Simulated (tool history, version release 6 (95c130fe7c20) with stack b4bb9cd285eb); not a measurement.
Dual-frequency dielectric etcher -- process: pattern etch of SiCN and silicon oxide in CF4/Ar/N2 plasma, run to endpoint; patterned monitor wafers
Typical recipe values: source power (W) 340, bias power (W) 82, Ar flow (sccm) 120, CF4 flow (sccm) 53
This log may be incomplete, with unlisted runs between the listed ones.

run    hour  source power (W)  bias power (W)  Ar flow (sccm)  CF4 flow (sccm)  wafers since the last listed run  hours since the last wet clean  hours since the last source power generator calibration  hours since the last bias power generator calibration  hours since the last Ar flow controller change  hours since the last CF4 flow controller change  hours since the last upper electrode change  incoming incoming film thickness, nm  endpoint time (s)
  1     0.0               380              82             120               53                                 0                           325.8                                                   1663.4                                                 2075.0                                          3959.0                                           2136.5                                       2994.4                                 15.40               21.5
       87.9  -- wet clean of the chamber
  2    88.4               380              82             120               53                               998                             0.5                                                   1751.8                                                 2163.4                                          4047.4                                           2224.9                                       3082.8                                 15.36               21.4
  3   191.3               380              82             120               53                              1596                           103.4                                                   1854.7                                                 2266.3                                          4150.3                                           2327.8                                       3185.7                                 15.45               21.6
  4   297.4               340              82             120               50                              1645                           209.5                                                   1960.8                                                 2372.4                                          4256.4                                           2433.9                                       3291.8                                 15.49               23.8
  5   335.5               340              82             120               50                               590                           247.6                                                   1998.9                                                 2410.5                                          4294.5                                           2472.0                                       3329.9                                 15.66               24.1
  6   438.5               340              82             120               53                              1597                           350.6                                                   2101.9                                                 2513.5                                          4397.5                                           2575.0                                       3432.9                                 15.45               23.6
      477.1  -- source power generator calibrated
  7   483.0               340              82              99               53                               628                           395.1                                                      5.9                                                 2558.0                                          4442.0                                           2619.5                                       3477.4                                 15.60               23.1
  8   541.8               340              82              99               53                               912                           453.9                                                     64.7                                                 2616.8                                          4500.8                                           2678.3                                       3536.2                                 15.48               23.0
      588.1  -- upper electrode replaced
      595.4  -- wet clean of the chamber
      641.0  -- CF4 flow controller replaced
  9   670.8               340              82              99               53                              1423                            75.4                                                    193.7                                                 2745.8                                          4629.8                                             29.8                                         82.7                                 15.58               23.3
 10   736.6               340              77             110               46                              1020                           141.2                                                    259.5                                                 2811.6                                          4695.6                                             95.6                                        148.5                                 15.45               24.5
      798.4  -- Ar flow controller replaced
 11   808.6               340              68             133               53                              1023                           213.2                                                    331.5                                                 2883.6                                            10.2                                            167.6                                        220.5                                 15.64               26.8
      836.3  -- bias power generator calibrated
 12   870.7               340              82              99               53                               901                           275.3                                                    393.6                                                   34.4                                            72.3                                            229.7                                        282.6                                 15.37               22.4
 13   961.2               340              82             120               53                              1403                           365.8                                                    484.1                                                  124.9                                           162.8                                            320.2                                        373.1                                 15.48               23.2
 14  1057.4               280              82             138               64                              1492                           462.0                                                    580.3                                                  221.1                                           259.0                                            416.4                                        469.3                                 15.51               26.4
     1096.0  -- wet clean of the chamber
 15  1127.0               380              82             120               64                               707                            31.0                                                    649.9                                                  290.7                                           328.6                                            486.0                                        538.9                                 15.51               20.9

What does the tool deliver on the next run?
 16  1206.3               340              70             104               53                              1230                           110.3                                                    729.2                                                  370.0                                           407.9                                            565.3                                        618.2                                 15.52                  ?

endpoint time (s): 25.2
Had the tool carried no hidden state, the very same run would have given endpoint time (s) 25.0.
